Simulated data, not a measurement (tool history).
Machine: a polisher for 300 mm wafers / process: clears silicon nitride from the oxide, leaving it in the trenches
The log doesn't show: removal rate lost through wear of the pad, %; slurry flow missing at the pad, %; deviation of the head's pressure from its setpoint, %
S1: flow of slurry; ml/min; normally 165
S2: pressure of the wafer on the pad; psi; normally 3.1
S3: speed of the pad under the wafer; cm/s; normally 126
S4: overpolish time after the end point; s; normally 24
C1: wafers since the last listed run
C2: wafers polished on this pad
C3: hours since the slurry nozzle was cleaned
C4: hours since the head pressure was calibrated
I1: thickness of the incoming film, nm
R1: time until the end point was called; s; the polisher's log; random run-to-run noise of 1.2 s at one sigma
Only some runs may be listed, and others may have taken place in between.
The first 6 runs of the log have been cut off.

run 7 day=8.046 | S1=190 S2=3.1 S3=126 S4=24 | C1=333 C2=2011 C3=116.8 C4=1295.8 | I1=120.4 | R1=112.4
-- day=8.517 worn pad replaced by a new one, of another model than before
run 8 day=9.025 | S1=165 S2=3.4 S3=126 S4=24 | C1=203 C2=127 C3=140.3 C4=1319.3 | I1=118 | R1=107
run 9 day=9.708 | S1=165 S2=3.1 S3=126 S4=24 | C1=171 C2=298 C3=156.7 C4=1335.7 | I1=120.9 | R1=114.7
run 10 day=10.233 | S1=165 S2=3.1 S3=126 S4=24 | C1=131 C2=430 C3=169.3 C4=1348.3 | I1=119 | R1=114
run 11 day=10.788 | S1=165 S2=3.1 S3=126 S4=24 | C1=138 C2=569 C3=182.6 C4=1361.6 | I1=120.1 | R1=115.5
run 12 day=12.158 | S1=165 S2=3.1 S3=126 S4=24 | C1=343 C2=912 C3=215.5 C4=1394.5 | I1=119.2 | R1=113
run 13 day=13.271 | S1=165 S2=3.1 S3=126 S4=24 | C1=278 C2=1191 C3=242.2 C4=1421.2 | I1=118.5 | R1=112.8
run 14 day=14.608 | S1=165 S2=3.1 S3=126 S4=24 | C1=335 C2=1526 C3=274.3 C4=1453.3 | I1=118.7 | R1=114.2
-- day=15.433 worn pad replaced by a new one
run 15 day=15.9 | S1=165 S2=3.1 S3=112 S4=24 | C1=281 C2=117 C3=305.3 C4=1484.3 | I1=120.8 | R1=127.3
run 16 day=17 | S1=165 S2=3.1 S3=126 S4=24 | C1=275 C2=392 C3=331.7 C4=1510.7 | I1=121.7 | R1=112.4
run 17 day=18.025 | S1=165 S2=3.1 S3=126 S4=33 | C1=256 C2=649 C3=356.3 C4=1535.3 | I1=121.4 | R1=114.1
-- day=18.596 slurry nozzle cleaned
run 18 day=18.796 | S1=135 S2=4.1 S3=162 S4=32 | C1=182 C2=832 C3=4.8 C4=1553.8 | I1=120.2 | R1=78.6
-- day=18.892 head pressure recalibrated
run 19 day=19.912 | S1=220 S2=3.1 S3=126 S4=24 | C1=258 C2=1091 C3=31.6 C4=24.5 | I1=117.6 | R1=114.9
run 20 day=21.288 | S1=165 S2=3.1 S3=126 S4=24 | C1=344 C2=1435 C3=64.6 C4=57.5 | I1=119.4 | R1=122.1
run 21 day=21.817 | S1=165 S2=3.1 S3=126 S4=24 | C1=132 C2=1568 C3=77.3 C4=70.2 | I1=120.6 | R1=122.4
run 22 day=22.35 | S1=165 S2=3.1 S3=126 S4=24 | C1=133 C2=1702 C3=90.1 C4=83 | I1=119.7 | R1=121.7
-- day=22.746 worn pad replaced by a new one
run 23 day=23.017 | S1=195 S2=3.1 S3=126 S4=24 | C1=125 C2=68 C3=106.1 C4=99 | I1=121.1 | R1=116.6
run 24 day=24.908 | S1=195 S2=3.1 S3=126 S4=15 | C1=474 C2=542 C3=151.5 C4=144.4 | I1=117.7 | R1=115.1

Run 25 is up next; what results do you expect?
run 25 day=25.588 | S1=125 S2=2.7 S3=82 S4=20 | C1=170 C2=712 C3=167.8 C4=160.7 | I1=119.6 | R1=?

{"run 25": {"R1": 225.5}}
Were there no unlogged condition in the tool, this run, its random variation unchanged, would have produced R1 227.9 s.
